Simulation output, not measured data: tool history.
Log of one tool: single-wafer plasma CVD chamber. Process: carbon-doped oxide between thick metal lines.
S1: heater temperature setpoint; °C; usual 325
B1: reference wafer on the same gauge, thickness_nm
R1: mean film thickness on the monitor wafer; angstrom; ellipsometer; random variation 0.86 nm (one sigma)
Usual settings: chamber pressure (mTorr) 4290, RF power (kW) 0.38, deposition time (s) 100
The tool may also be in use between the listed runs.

run 1 hour=0 | S1=335 chamber_pressure_(mTorr)=4290 RF_power_(kW)=0.38 deposition_time_(s)=100 | B1=377.237 | R1=4120.31
run 2 hour=74.7 | S1=335 chamber_pressure_(mTorr)=4290 RF_power_(kW)=0.38 deposition_time_(s)=100 | B1=376.695 | R1=4113.77
run 3 hour=141.9 | S1=335 chamber_pressure_(mTorr)=4290 RF_power_(kW)=0.38 deposition_time_(s)=100 | B1=377.279 | R1=4106.75
run 4 hour=214.2 | S1=325 chamber_pressure_(mTorr)=4290 RF_power_(kW)=0.38 deposition_time_(s)=100 | B1=376.973 | R1=4229.13
run 5 hour=296.5 | S1=325 chamber_pressure_(mTorr)=4290 RF_power_(kW)=0.38 deposition_time_(s)=100 | B1=377.033 | R1=4243.71
run 6 hour=346 | S1=325 chamber_pressure_(mTorr)=4290 RF_power_(kW)=0.38 deposition_time_(s)=100 | B1=376.941 | R1=4229.61
run 7 hour=409.2 | S1=325 chamber_pressure_(mTorr)=4290 RF_power_(kW)=0.38 deposition_time_(s)=100 | B1=377.086 | R1=4226.68
run 8 hour=474.9 | S1=325 chamber_pressure_(mTorr)=4290 RF_power_(kW)=0.38 deposition_time_(s)=100 | B1=376.825 | R1=4239.18
run 9 hour=526.3 | S1=325 chamber_pressure_(mTorr)=4290 RF_power_(kW)=0.38 deposition_time_(s)=100 | B1=376.789 | R1=4230.9
run 10 hour=603.4 | S1=325 chamber_pressure_(mTorr)=4290 RF_power_(kW)=0.41 deposition_time_(s)=107 | B1=377.286 | R1=4760.48
run 11 hour=700.7 | S1=325 chamber_pressure_(mTorr)=4290 RF_power_(kW)=0.41 deposition_time_(s)=107 | B1=377.039 | R1=4762.61
run 12 hour=738.4 | S1=335 chamber_pressure_(mTorr)=5070 RF_power_(kW)=0.33 deposition_time_(s)=114 | B1=377.012 | R1=4362.76
-- hour=826.1 RF generator calibrated
run 13 hour=839.9 | S1=325 chamber_pressure_(mTorr)=3860 RF_power_(kW)=0.38 deposition_time_(s)=100 | B1=376.91 | R1=4214.54
-- hour=873 gauge calibrated
run 14 hour=932.5 | S1=335 chamber_pressure_(mTorr)=5070 RF_power_(kW)=0.33 deposition_time_(s)=114 | B1=376.792 | R1=4407.12
-- hour=974.8 thermocouple changed; heater temperature recalibrated
run 15 hour=975.3 | S1=329 chamber_pressure_(mTorr)=3950 RF_power_(kW)=0.355 deposition_time_(s)=119 | B1=377.192 | R1=4752.12
run 16 hour=1070 | S1=339 chamber_pressure_(mTorr)=4290 RF_power_(kW)=0.305 deposition_time_(s)=100 | B1=376.885 | R1=3543.16
run 17 hour=1124.3 | S1=325 chamber_pressure_(mTorr)=4290 RF_power_(kW)=0.455 deposition_time_(s)=88 | B1=377.168 | R1=4223.83
-- hour=1136.3 capacitance manometer re-zeroed and calibrated
-- hour=1173.6 showerhead replaced
run 18 hour=1276.7 | S1=325 chamber_pressure_(mTorr)=3890 RF_power_(kW)=0.435 deposition_time_(s)=100 | B1=377.179 | R1=4588.66
run 19 hour=1346.8 | S1=332 chamber_pressure_(mTorr)=3410 RF_power_(kW)=0.345 deposition_time_(s)=100 | B1=376.963 | R1=3803.97
run 20 hour=1428.9 | S1=325 chamber_pressure_(mTorr)=4290 RF_power_(kW)=0.38 deposition_time_(s)=100 | B1=377.124 | R1=4267.11
run 21 hour=1522.7 | S1=339 chamber_pressure_(mTorr)=4830 RF_power_(kW)=0.31 deposition_time_(s)=115 | B1=377.355 | R1=4168.64
run 22 hour=1572.8 | S1=325 chamber_pressure_(mTorr)=4290 RF_power_(kW)=0.38 deposition_time_(s)=100 | B1=377.201 | R1=4251.07
run 23 hour=1663.1 | S1=319 chamber_pressure_(mTorr)=4800 RF_power_(kW)=0.38 deposition_time_(s)=110 | B1=377.221 | R1=4862.74
run 24 hour=1745.7 | S1=325 chamber_pressure_(mTorr)=4290 RF_power_(kW)=0.38 deposition_time_(s)=107 | B1=377.052 | R1=4541.53
run 25 hour=1834.4 | S1=317 chamber_pressure_(mTorr)=4840 RF_power_(kW)=0.38 deposition_time_(s)=112 | B1=377.2 | R1=5018.8
run 26 hour=1881.6 | S1=325 chamber_pressure_(mTorr)=3380 RF_power_(kW)=0.42 deposition_time_(s)=100 | B1=377.054 | R1=4398.26
run 27 hour=1936.4 | S1=319 chamber_pressure_(mTorr)=4800 RF_power_(kW)=0.38 deposition_time_(s)=100 | B1=376.701 | R1=4425.86
run 28 hour=2041.7 | S1=325 chamber_pressure_(mTorr)=4290 RF_power_(kW)=0.31 deposition_time_(s)=100 | B1=377.138 | R1=3731.13

Forecast each of these 4 alternatives for the next run:
run A hour=2042.1 | S1=316 chamber_pressure_(mTorr)=4290 RF_power_(kW)=0.38 deposition_time_(s)=100 | B1=? | R1=?
run B hour=2042.1 | S1=311 chamber_pressure_(mTorr)=4290 RF_power_(kW)=0.38 deposition_time_(s)=88 | B1=? | R1=?
run C hour=2042.1 | S1=330 chamber_pressure_(mTorr)=4290 RF_power_(kW)=0.38 deposition_time_(s)=100 | B1=? | R1=?
run D hour=2042.1 | S1=325 chamber_pressure_(mTorr)=3320 RF_power_(kW)=0.35 deposition_time_(s)=100 | B1=? | R1=?

run=A B1=377.042 R1=4404.1
run=B B1=377.042 R1=3960.81
run=C B1=377.042 R1=4175.68
run=D B1=377.042 R1=3905.62
Without the tool's hidden state the same runs would have given:
run=A R1=4434.47
run=B R1=3988.12
run=C R1=4204.47
run=D R1=3932.54

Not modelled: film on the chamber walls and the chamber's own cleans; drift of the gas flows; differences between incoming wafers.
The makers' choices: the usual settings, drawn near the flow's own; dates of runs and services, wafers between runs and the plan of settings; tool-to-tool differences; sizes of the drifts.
